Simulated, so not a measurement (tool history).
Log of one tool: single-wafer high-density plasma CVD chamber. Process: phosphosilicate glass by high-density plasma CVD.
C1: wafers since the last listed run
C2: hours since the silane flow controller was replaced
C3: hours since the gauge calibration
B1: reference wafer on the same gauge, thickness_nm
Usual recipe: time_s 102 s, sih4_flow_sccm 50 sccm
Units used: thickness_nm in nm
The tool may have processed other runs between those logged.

run 1 hour=0 | time_s=111 sih4_flow_sccm=50 | C1=0 C2=3744.8 C3=371.5 | B1=490.077 | thickness_nm=570.075
run 2 hour=13.4 | time_s=111 sih4_flow_sccm=50 | C1=271 C2=3758.2 C3=384.9 | B1=490.1 | thickness_nm=571.368
run 3 hour=66 | time_s=102 sih4_flow_sccm=50 | C1=1067 C2=3810.8 C3=437.5 | B1=489.834 | thickness_nm=523.091
run 4 hour=77.4 | time_s=102 sih4_flow_sccm=44 | C1=231 C2=3822.2 C3=448.9 | B1=490.162 | thickness_nm=486.909
run 5 hour=84.4 | time_s=96 sih4_flow_sccm=53 | C1=142 C2=3829.2 C3=455.9 | B1=489.807 | thickness_nm=510.022
run 6 hour=90.8 | time_s=96 sih4_flow_sccm=53 | C1=129 C2=3835.6 C3=462.3 | B1=490.181 | thickness_nm=509.753
run 7 hour=103.6 | time_s=88 sih4_flow_sccm=50 | C1=259 C2=3848.4 C3=475.1 | B1=490.123 | thickness_nm=451.079
run 8 hour=120.2 | time_s=102 sih4_flow_sccm=50 | C1=336 C2=3865 C3=491.7 | B1=490.08 | thickness_nm=522.852
run 9 hour=135.8 | time_s=102 sih4_flow_sccm=50 | C1=316 C2=3880.6 C3=507.3 | B1=490.006 | thickness_nm=524.11
run 10 hour=146.4 | time_s=94 sih4_flow_sccm=50 | C1=215 C2=3891.2 C3=517.9 | B1=490.252 | thickness_nm=483.394
run 11 hour=160.4 | time_s=94 sih4_flow_sccm=50 | C1=284 C2=3905.2 C3=531.9 | B1=489.919 | thickness_nm=482.572
run 12 hour=175.9 | time_s=94 sih4_flow_sccm=50 | C1=314 C2=3920.7 C3=547.4 | B1=490.171 | thickness_nm=484.112
run 13 hour=188 | time_s=95 sih4_flow_sccm=53 | C1=245 C2=3932.8 C3=559.5 | B1=490.199 | thickness_nm=507.621
run 14 hour=197.7 | time_s=95 sih4_flow_sccm=53 | C1=196 C2=3942.5 C3=569.2 | B1=490.289 | thickness_nm=505.929
run 15 hour=204.6 | time_s=102 sih4_flow_sccm=42 | C1=139 C2=3949.4 C3=576.1 | B1=489.992 | thickness_nm=476.741
-- hour=213.1 silane flow controller replaced
run 16 hour=216 | time_s=102 sih4_flow_sccm=50 | C1=68 C2=2.9 C3=587.5 | B1=490.282 | thickness_nm=505.96
-- hour=232.2 gauge calibrated
run 17 hour=232.5 | time_s=102 sih4_flow_sccm=50 | C1=334 C2=19.4 C3=0.3 | B1=489.926 | thickness_nm=507.203
run 18 hour=239.9 | time_s=102 sih4_flow_sccm=52 | C1=150 C2=26.8 C3=7.7 | B1=489.911 | thickness_nm=518.041
run 19 hour=254.9 | time_s=90 sih4_flow_sccm=50 | C1=304 C2=41.8 C3=22.7 | B1=490.077 | thickness_nm=445.482
run 20 hour=269.3 | time_s=90 sih4_flow_sccm=50 | C1=292 C2=56.2 C3=37.1 | B1=489.929 | thickness_nm=447.13
run 21 hour=275.9 | time_s=102 sih4_flow_sccm=50 | C1=133 C2=62.8 C3=43.7 | B1=490.097 | thickness_nm=506.093
run 22 hour=283.5 | time_s=102 sih4_flow_sccm=50 | C1=154 C2=70.4 C3=51.3 | B1=490.02 | thickness_nm=506.526
run 23 hour=299 | time_s=102 sih4_flow_sccm=50 | C1=314 C2=85.9 C3=66.8 | B1=490.24 | thickness_nm=508.149
run 24 hour=306.4 | time_s=102 sih4_flow_sccm=45 | C1=150 C2=93.3 C3=74.2 | B1=490.316 | thickness_nm=477.525
run 25 hour=324.4 | time_s=102 sih4_flow_sccm=52 | C1=365 C2=111.3 C3=92.2 | B1=490.007 | thickness_nm=518.425
run 26 hour=331.6 | time_s=102 sih4_flow_sccm=57 | C1=146 C2=118.5 C3=99.4 | B1=490.508 | thickness_nm=547.964
run 27 hour=345.8 | time_s=102 sih4_flow_sccm=50 | C1=288 C2=132.7 C3=113.6 | B1=490.208 | thickness_nm=506.497
run 28 hour=355.1 | time_s=102 sih4_flow_sccm=50 | C1=188 C2=142 C3=122.9 | B1=489.629 | thickness_nm=506.828
run 29 hour=366.6 | time_s=102 sih4_flow_sccm=50 | C1=233 C2=153.5 C3=134.4 | B1=489.993 | thickness_nm=506.963
run 30 hour=374.5 | time_s=102 sih4_flow_sccm=50 | C1=160 C2=161.4 C3=142.3 | B1=490.18 | thickness_nm=507.615
run 31 hour=390.4 | time_s=109 sih4_flow_sccm=44 | C1=322 C2=177.3 C3=158.2 | B1=489.966 | thickness_nm=503.596

What does the tool deliver on the next run?
run 32 hour=403.1 | time_s=95 sih4_flow_sccm=42 | C1=257 C2=190 C3=170.9 | B1=? | thickness_nm=?

B1: 490.137
thickness_nm: 427.971 nm
Minus the tool's unlogged condition, the same run would have read thickness_nm 424.906 nm.
